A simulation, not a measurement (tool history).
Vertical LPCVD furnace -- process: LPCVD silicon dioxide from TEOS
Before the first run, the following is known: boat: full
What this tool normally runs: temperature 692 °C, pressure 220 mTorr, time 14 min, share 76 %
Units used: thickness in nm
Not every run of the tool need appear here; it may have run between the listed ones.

run	hour	temperature	pressure	time	share	read-back reference wafer on the same gauge, thickness	thickness
1	0	685	220	14	76	59.55	64.56
2	86.6	685	220	14	76	59.65	64.52
3	142.5	692	220	14	76	59.61	76.9
4	179.9	692	220	14	76	59.63	76.98
5	258.4	692	220	14	76	59.67	76.78
6	329.5	692	220	14	76	59.62	76.64
7	371.6	692	220	14	76	59.62	76.16
8	416.4	701	220	14	76	59.68	93.44
9	530.6	701	220	14	76	59.66	94.21
10	587.9	692	220	14	76	59.53	76.29
11	630	692	220	14	76	59.6	76.22
12	716.5	687	220	14	76	59.62	67.41
13	792.3	686	220	14	76	59.5	66.01
14	887.3	686	220	14	76	59.62	66.39
# hour 958.1: pressure gauge zeroed
15	986.4	692	220	19.5	71	59.59	105.89
16	1035.8	692	220	14	76	59.62	78.1
17	1127.9	680	165	11.5	76	59.63	41.83
# hour 1175.4: gauge calibrated
18	1195.9	701	220	14	76	59.59	96.77
19	1384.8	701	220	14	76	59.61	97.66
20	1427	692	175	14	84	59.66	74.44
# hour 1499: TEOS flow controller replaced
21	1499.5	695	220	14	76	59.61	84.88
# hour 1536: thermocouples replaced and temperature profile calibrated
22	1579.9	681	175	14	76	59.68	51.31
23	1617.4	692	220	12.5	82	59.57	68.66
24	1686.3	698	180	14	76	59.57	77.85
25	1773.8	684	270	10	76	59.65	48.76
26	1825.1	683	220	10	76	59.53	43.14
27	1919.8	692	220	14	76	59.6	74.55
28	2191.1	692	190	14	68	59.59	65.38

Predict each of these 4 candidate next runs independently; none follows another, all start after run 28:
A	2194.6	692	220	14	76	?	?
B	2194.6	696	265	10	61	?	?
C	2194.6	682	165	14	89	?	?
D	2194.6	685	235	14	81	?	?

run	read-back reference wafer on the same gauge, thickness	thickness
A	59.58	73.96
B	59.58	57.09
C	59.58	54.54
D	59.58	66.81
What these runs would have given with no unlogged condition in the tool:
run	thickness
A	73.79
B	56.94
C	54.45
D	66.64
